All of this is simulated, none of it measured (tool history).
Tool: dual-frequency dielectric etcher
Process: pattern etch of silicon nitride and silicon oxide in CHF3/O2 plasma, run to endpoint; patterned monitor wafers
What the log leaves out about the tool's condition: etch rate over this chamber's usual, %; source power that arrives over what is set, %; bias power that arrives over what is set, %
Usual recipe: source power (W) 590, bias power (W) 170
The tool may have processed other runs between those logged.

| run | hour | source power (W) | bias power (W) | wafers since the last listed run | hours since the last wet clean | hours since the last source power generator calibration | hours since the last bias power generator calibration | hours since the last upper electrode change | incoming incoming film thickness, nm | endpoint time (s) |
|---|---|---|---|---|---|---|---|---|---|---|
| 1 | 0.0 | 590 | 170 | 0 | 310.1 | 3026.9 | 1912.9 | 2022.8 | 258.4 | 184.7 |
| 2 | 71.7 | 700 | 189 | 548 | 381.8 | 3098.6 | 1984.6 | 2094.5 | 253.8 | 161.3 |
| 3 | 129.9 | 590 | 170 | 445 | 440.0 | 3156.8 | 2042.8 | 2152.7 | 256.0 | 184.2 |
|  | 243.4 | wet clean of the chamber |
| 4 | 244.4 | 590 | 170 | 692 | 1.0 | 3271.3 | 2157.3 | 2267.2 | 259.7 | 186.9 |
| 5 | 298.0 | 590 | 150 | 410 | 54.6 | 3324.9 | 2210.9 | 2320.8 | 257.8 | 193.3 |
| 6 | 351.5 | 590 | 150 | 409 | 108.1 | 3378.4 | 2264.4 | 2374.3 | 253.8 | 189.2 |
| 7 | 379.5 | 590 | 150 | 214 | 136.1 | 3406.4 | 2292.4 | 2402.3 | 256.5 | 192.5 |
| 8 | 422.6 | 670 | 170 | 329 | 179.2 | 3449.5 | 2335.5 | 2445.4 | 256.1 | 173.6 |
| 9 | 480.9 | 590 | 144 | 445 | 237.5 | 3507.8 | 2393.8 | 2503.7 | 258.3 | 197.9 |
| 10 | 549.6 | 590 | 203 | 525 | 306.2 | 3576.5 | 2462.5 | 2572.4 | 254.4 | 171.1 |
| 11 | 582.6 | 590 | 203 | 252 | 339.2 | 3609.5 | 2495.5 | 2605.4 | 255.6 | 172.1 |
|  | 647.4 | bias power generator calibrated |
| 12 | 647.9 | 590 | 170 | 468 | 404.5 | 3674.8 | 0.5 | 2670.7 | 257.8 | 185.8 |
| 13 | 678.8 | 590 | 170 | 236 | 435.4 | 3705.7 | 31.4 | 2701.6 | 255.3 | 183.6 |
| 14 | 705.1 | 590 | 170 | 201 | 461.7 | 3732.0 | 57.7 | 2727.9 | 256.3 | 183.6 |
| 15 | 764.3 | 590 | 170 | 452 | 520.9 | 3791.2 | 116.9 | 2787.1 | 256.9 | 183.6 |
| 16 | 795.7 | 590 | 170 | 240 | 552.3 | 3822.6 | 148.3 | 2818.5 | 257.5 | 185.0 |
|  | 834.3 | wet clean of the chamber |
| 17 | 844.8 | 590 | 170 | 192 | 10.5 | 3871.7 | 197.4 | 2867.6 | 254.9 | 181.6 |
| 18 | 896.7 | 460 | 132 | 397 | 62.4 | 3923.6 | 249.3 | 2919.5 | 256.8 | 229.9 |
| 19 | 950.7 | 590 | 197 | 413 | 116.4 | 3977.6 | 303.3 | 2973.5 | 257.2 | 175.7 |
| 20 | 1009.3 | 670 | 155 | 448 | 175.0 | 4036.2 | 361.9 | 3032.1 | 257.8 | 180.9 |
| 21 | 1074.8 | 590 | 170 | 501 | 240.5 | 4101.7 | 427.4 | 3097.6 | 255.0 | 183.6 |
| 22 | 1145.8 | 590 | 200 | 543 | 311.5 | 4172.7 | 498.4 | 3168.6 | 258.1 | 174.0 |
|  | 1163.0 | source power generator calibrated |
| 23 | 1196.4 | 730 | 136 | 356 | 362.1 | 33.4 | 549.0 | 3219.2 | 256.7 | 179.4 |
| 24 | 1236.3 | 590 | 170 | 305 | 402.0 | 73.3 | 588.9 | 3259.1 | 256.4 | 184.3 |
|  | 1306.0 | upper electrode replaced |
| 25 | 1306.5 | 590 | 194 | 353 | 472.2 | 143.5 | 659.1 | 0.5 | 252.5 | 171.1 |
|  | 1361.7 | wet clean of the chamber |
| 26 | 1362.2 | 590 | 150 | 242 | 0.5 | 199.2 | 714.8 | 56.2 | 256.0 | 191.7 |
| 27 | 1383.6 | 690 | 143 | 163 | 21.9 | 220.6 | 736.2 | 77.6 | 256.0 | 181.9 |
| 28 | 1445.9 | 590 | 170 | 476 | 84.2 | 282.9 | 798.5 | 139.9 | 256.0 | 183.3 |
| 29 | 1482.5 | 480 | 134 | 279 | 120.8 | 319.5 | 835.1 | 176.5 | 253.5 | 221.4 |
| 30 | 1527.4 | 500 | 170 | 343 | 165.7 | 364.4 | 880.0 | 221.4 | 255.6 | 200.5 |
| 31 | 1552.8 | 590 | 146 | 194 | 191.1 | 389.8 | 905.4 | 246.8 | 256.4 | 194.0 |

Run 32 is up next; what results do you expect?
| 32 | 1615.1 | 590 | 170 | 476 | 253.4 | 452.1 | 967.7 | 309.1 | 256.5 | ? |

endpoint time (s): 183.8
With the hidden condition absent and the run-to-run variation left alone, this run would have shown endpoint time (s) 183.8.
